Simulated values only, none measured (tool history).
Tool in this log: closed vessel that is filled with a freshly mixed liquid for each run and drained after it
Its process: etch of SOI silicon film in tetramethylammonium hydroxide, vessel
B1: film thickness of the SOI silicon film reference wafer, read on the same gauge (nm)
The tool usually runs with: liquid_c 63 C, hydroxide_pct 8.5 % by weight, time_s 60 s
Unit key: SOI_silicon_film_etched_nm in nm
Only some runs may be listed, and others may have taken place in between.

run 1 hour=0 | liquid_c=63 hydroxide_pct=8.5 time_s=60 | B1=119.08 | SOI_silicon_film_etched_nm=298.4
run 2 hour=26.5 | liquid_c=63 hydroxide_pct=8.5 time_s=60 | B1=118.98 | SOI_silicon_film_etched_nm=295.87
run 3 hour=54.4 | liquid_c=63 hydroxide_pct=8.5 time_s=60 | B1=118.83 | SOI_silicon_film_etched_nm=297.82
run 4 hour=84 | liquid_c=63 hydroxide_pct=8.5 time_s=60 | B1=118.7 | SOI_silicon_film_etched_nm=295.8
run 5 hour=108.2 | liquid_c=63 hydroxide_pct=8.5 time_s=60 | B1=118.57 | SOI_silicon_film_etched_nm=297.31
run 6 hour=140.7 | liquid_c=63 hydroxide_pct=8.5 time_s=60 | B1=118.42 | SOI_silicon_film_etched_nm=295.9
run 7 hour=163.2 | liquid_c=63 hydroxide_pct=8.5 time_s=60 | B1=118.33 | SOI_silicon_film_etched_nm=293.67
run 8 hour=187 | liquid_c=63 hydroxide_pct=8.5 time_s=60 | B1=118.21 | SOI_silicon_film_etched_nm=295.2
run 9 hour=208.3 | liquid_c=63 hydroxide_pct=8.5 time_s=60 | B1=118.12 | SOI_silicon_film_etched_nm=295.67
run 10 hour=229.7 | liquid_c=63 hydroxide_pct=8.5 time_s=60 | B1=118.01 | SOI_silicon_film_etched_nm=294.47
run 11 hour=243.8 | liquid_c=59.5 hydroxide_pct=8.5 time_s=80 | B1=117.94 | SOI_silicon_film_etched_nm=317.06
-- hour=245.7 gauge calibrated
-- hour=260.8 hydroxide flow meter replaced
run 12 hour=333 | liquid_c=63 hydroxide_pct=8.5 time_s=60 | B1=119.86 | SOI_silicon_film_etched_nm=299.6
run 13 hour=355.1 | liquid_c=63 hydroxide_pct=8.5 time_s=60 | B1=119.74 | SOI_silicon_film_etched_nm=299.32
-- hour=367.4 thermometer replaced
run 14 hour=380.4 | liquid_c=63 hydroxide_pct=7 time_s=85 | B1=119.64 | SOI_silicon_film_etched_nm=449.74
run 15 hour=401.7 | liquid_c=71 hydroxide_pct=6.5 time_s=85 | B1=119.53 | SOI_silicon_film_etched_nm=739.52
run 16 hour=419.7 | liquid_c=63 hydroxide_pct=10 time_s=45 | B1=119.46 | SOI_silicon_film_etched_nm=210.35
run 17 hour=443.2 | liquid_c=63 hydroxide_pct=6 time_s=60 | B1=119.31 | SOI_silicon_film_etched_nm=328.77
run 18 hour=467.4 | liquid_c=63 hydroxide_pct=8.5 time_s=60 | B1=119.21 | SOI_silicon_film_etched_nm=295.51
run 19 hour=496.1 | liquid_c=57 hydroxide_pct=8.5 time_s=60 | B1=119.06 | SOI_silicon_film_etched_nm=204.06
run 20 hour=512.9 | liquid_c=63 hydroxide_pct=10 time_s=40 | B1=119 | SOI_silicon_film_etched_nm=185.4
run 21 hour=542.4 | liquid_c=63 hydroxide_pct=8.5 time_s=60 | B1=118.84 | SOI_silicon_film_etched_nm=295.86
run 22 hour=559.5 | liquid_c=59 hydroxide_pct=9.5 time_s=60 | B1=118.76 | SOI_silicon_film_etched_nm=220.99

Each row is a separate what-if for the run after 22, all from the same tool condition, not one after another. Results?
run A hour=560.2 | liquid_c=63 hydroxide_pct=8.5 time_s=60 | B1=? | SOI_silicon_film_etched_nm=?
run B hour=560.2 | liquid_c=63 hydroxide_pct=8.5 time_s=45 | B1=? | SOI_silicon_film_etched_nm=?
run C hour=560.2 | liquid_c=63 hydroxide_pct=10 time_s=60 | B1=? | SOI_silicon_film_etched_nm=?

run=A B1=118.74 SOI_silicon_film_etched_nm=294.74
run=B B1=118.74 SOI_silicon_film_etched_nm=221.06
run=C B1=118.74 SOI_silicon_film_etched_nm=277.22
With the hidden condition removed and each run's random variation left untouched, the same runs would have given:
run=A SOI_silicon_film_etched_nm=297.79
run=B SOI_silicon_film_etched_nm=223.35
run=C SOI_silicon_film_etched_nm=280.09
